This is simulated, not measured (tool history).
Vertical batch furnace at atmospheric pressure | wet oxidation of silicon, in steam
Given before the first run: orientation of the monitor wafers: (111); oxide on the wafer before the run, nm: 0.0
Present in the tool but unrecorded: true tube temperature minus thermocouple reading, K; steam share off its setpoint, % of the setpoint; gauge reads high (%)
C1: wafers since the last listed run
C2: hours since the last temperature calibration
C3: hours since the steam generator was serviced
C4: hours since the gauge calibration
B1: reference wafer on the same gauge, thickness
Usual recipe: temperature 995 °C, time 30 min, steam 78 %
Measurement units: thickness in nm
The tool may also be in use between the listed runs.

run 1 day=0 | temperature=995 time=30 steam=78 | C1=0 C2=776.2 C3=1437.7 C4=784.6 | B1=257.64 | thickness=292.17
run 2 day=1.838 | temperature=995 time=30 steam=78 | C1=522 C2=820.3 C3=1481.8 C4=828.7 | B1=257.89 | thickness=291.99
run 3 day=5.808 | temperature=995 time=30 steam=78 | C1=1128 C2=915.6 C3=1577.1 C4=924 | B1=257.95 | thickness=294.44
run 4 day=7.712 | temperature=995 time=30 steam=78 | C1=541 C2=961.3 C3=1622.8 C4=969.7 | B1=257.98 | thickness=294.5
run 5 day=10.071 | temperature=995 time=30 steam=78 | C1=670 C2=1017.9 C3=1679.4 C4=1026.3 | B1=257.88 | thickness=292.51
run 6 day=13.004 | temperature=995 time=30 steam=78 | C1=833 C2=1088.3 C3=1749.8 C4=1096.7 | B1=257.95 | thickness=295.17
run 7 day=15.3 | temperature=995 time=30 steam=78 | C1=652 C2=1143.4 C3=1804.9 C4=1151.8 | B1=258.01 | thickness=297.35
run 8 day=19.612 | temperature=995 time=30 steam=78 | C1=1225 C2=1246.9 C3=1908.4 C4=1255.3 | B1=258.01 | thickness=297.44
-- day=21.404 steam generator serviced
run 9 day=23.917 | temperature=995 time=30 steam=78 | C1=938 C2=1350.2 C3=60.3 C4=1358.6 | B1=258.04 | thickness=297.42
run 10 day=25.717 | temperature=995 time=30 steam=78 | C1=511 C2=1393.4 C3=103.5 C4=1401.8 | B1=257.94 | thickness=297.11
run 11 day=28.929 | temperature=995 time=30 steam=78 | C1=912 C2=1470.5 C3=180.6 C4=1478.9 | B1=258.31 | thickness=298.74
-- day=31.058 thermocouples replaced and temperature profile calibrated
-- day=31.725 gauge calibrated
run 12 day=32.033 | temperature=995 time=30 steam=78 | C1=597 C2=23.4 C3=255.1 C4=7.4 | B1=258.1 | thickness=289.6
run 13 day=35.292 | temperature=995 time=30 steam=78 | C1=925 C2=101.6 C3=333.3 C4=85.6 | B1=257.83 | thickness=288.66
run 14 day=36.846 | temperature=995 time=30 steam=78 | C1=441 C2=138.9 C3=370.6 C4=122.9 | B1=257.71 | thickness=290.93
run 15 day=39.729 | temperature=1018 time=30 steam=90 | C1=819 C2=208.1 C3=439.8 C4=192.1 | B1=258.12 | thickness=370.49
run 16 day=41.412 | temperature=995 time=30 steam=78 | C1=478 C2=248.5 C3=480.2 C4=232.5 | B1=257.76 | thickness=291.37
run 17 day=44.108 | temperature=1007 time=17 steam=67 | C1=766 C2=313.2 C3=544.9 C4=297.2 | B1=258.14 | thickness=191.74
run 18 day=47.592 | temperature=977 time=42 steam=72 | C1=989 C2=396.8 C3=628.5 C4=380.8 | B1=257.95 | thickness=304.01
run 19 day=52.117 | temperature=975 time=20.5 steam=78 | C1=1285 C2=505.4 C3=737.1 C4=489.4 | B1=258.01 | thickness=189.19
run 20 day=56.088 | temperature=1008 time=30 steam=78 | C1=1128 C2=600.7 C3=832.4 C4=584.7 | B1=257.95 | thickness=318.15
run 21 day=59.779 | temperature=995 time=30 steam=72 | C1=1049 C2=689.3 C3=921 C4=673.3 | B1=257.82 | thickness=275.92
run 22 day=62.758 | temperature=995 time=15.5 steam=85 | C1=846 C2=760.8 C3=992.5 C4=744.8 | B1=258.18 | thickness=195.07
run 23 day=66.812 | temperature=980 time=36.5 steam=87 | C1=1152 C2=858.1 C3=1089.8 C4=842.1 | B1=258.18 | thickness=324.69
run 24 day=69.383 | temperature=995 time=34 steam=70 | C1=730 C2=919.8 C3=1151.5 C4=903.8 | B1=258.03 | thickness=297.85

Below are 3 alternative next runs, each starting from the tool's condition after run 24. Predict each:
run A day=69.554 | temperature=995 time=30 steam=74 | C1=48 C2=923.9 C3=1155.6 C4=907.9 | B1=? | thickness=?
run B day=69.554 | temperature=976 time=35.5 steam=71 | C1=48 C2=923.9 C3=1155.6 C4=907.9 | B1=? | thickness=?
run C day=69.554 | temperature=995 time=34.5 steam=78 | C1=48 C2=923.9 C3=1155.6 C4=907.9 | B1=? | thickness=?

run=A B1=258.05 thickness=281.7
run=B B1=258.05 thickness=266.49
run=C B1=258.05 thickness=320.83
Stripped of hidden state, with their random variation kept, the same runs would have yielded:
run=A thickness=278.24
run=B thickness=262.89
run=C thickness=317.07

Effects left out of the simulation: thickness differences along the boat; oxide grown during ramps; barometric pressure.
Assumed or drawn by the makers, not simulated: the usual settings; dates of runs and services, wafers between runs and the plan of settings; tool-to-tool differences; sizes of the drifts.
